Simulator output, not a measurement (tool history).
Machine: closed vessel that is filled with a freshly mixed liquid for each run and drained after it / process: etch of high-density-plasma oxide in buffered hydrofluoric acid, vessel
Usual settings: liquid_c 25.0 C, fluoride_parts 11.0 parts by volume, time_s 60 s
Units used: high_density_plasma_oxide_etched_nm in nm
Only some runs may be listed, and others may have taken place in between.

| run | day | liquid_c | fluoride_parts | time_s | wafers since the last listed run | hours since the thermometer was replaced | hours since the hydrofluoric acid flow meter was replaced | hours since the gauge calibration | read-back film thickness of the high-density-plasma oxide reference wafer, read on the same gauge (nm) | high_density_plasma_oxide_etched_nm |
|---|---|---|---|---|---|---|---|---|---|---|
| 1 | 0.000 | 25.0 | 11.0 | 60 | 0 | 318.4 | 266.6 | 783.7 | 100.04 | 137.23 |
| 2 | 0.621 | 21.0 | 11.0 | 60 | 2104 | 333.3 | 281.5 | 798.6 | 99.99 | 109.75 |
| 3 | 1.329 | 21.0 | 11.0 | 60 | 2400 | 350.3 | 298.5 | 815.6 | 100.02 | 109.14 |
| 4 | 2.733 | 21.0 | 11.0 | 60 | 4759 | 384.0 | 332.2 | 849.3 | 99.99 | 109.61 |
| 5 | 3.529 | 25.0 | 11.0 | 60 | 2697 | 403.1 | 351.3 | 868.4 | 99.98 | 136.20 |
| 6 | 4.750 | 25.0 | 11.0 | 60 | 4137 | 432.4 | 380.6 | 897.7 | 100.00 | 135.03 |
| 7 | 5.800 | 25.0 | 11.0 | 60 | 3558 | 457.6 | 405.8 | 922.9 | 99.99 | 136.06 |
| 8 | 6.788 | 25.0 | 11.0 | 75 | 3347 | 481.3 | 429.5 | 946.6 | 99.98 | 169.49 |
| 9 | 8.212 | 25.0 | 11.0 | 75 | 4829 | 515.5 | 463.7 | 980.8 | 100.01 | 168.96 |
|  | 8.854 | hydrofluoric acid flow meter replaced |
| 10 | 9.454 | 25.0 | 11.0 | 75 | 4067 | 545.3 | 14.4 | 1010.6 | 100.01 | 163.52 |
| 11 | 12.721 | 25.0 | 11.0 | 60 | 11071 | 623.7 | 92.8 | 1089.0 | 99.99 | 131.44 |
| 12 | 13.238 | 30.0 | 11.0 | 85 | 1751 | 636.1 | 105.2 | 1101.4 | 100.02 | 242.91 |
| 13 | 14.367 | 25.0 | 11.0 | 60 | 3827 | 663.2 | 132.3 | 1128.5 | 99.98 | 131.88 |
|  | 14.917 | gauge calibrated |
| 14 | 14.954 | 27.0 | 6.5 | 45 | 1991 | 677.3 | 146.4 | 0.9 | 100.01 | 181.06 |
|  | 15.396 | thermometer replaced |
| 15 | 15.479 | 27.0 | 11.0 | 50 | 1638 | 2.0 | 159.0 | 13.5 | 99.97 | 122.14 |
| 16 | 16.638 | 28.5 | 7.5 | 45 | 3926 | 29.8 | 186.8 | 41.3 | 100.00 | 168.10 |
| 17 | 17.696 | 28.5 | 9.0 | 80 | 3587 | 55.2 | 212.2 | 66.7 | 100.01 | 252.42 |

What will run 18 give?
|  | 18.408 | hydrofluoric acid flow meter replaced, repeated, since the last time left the tool worse |
| 18 | 18.429 | 25.0 | 13.0 | 60 | 2344 | 72.8 | 0.5 | 84.3 | ? | ? |

read-back film thickness of the high-density-plasma oxide reference wafer, read on the same gauge (nm): 100.00
high_density_plasma_oxide_etched_nm: 117.99 nm
On a tool with no hidden condition, and with the same random variation, this run would have come out at high_density_plasma_oxide_etched_nm 118.12 nm.
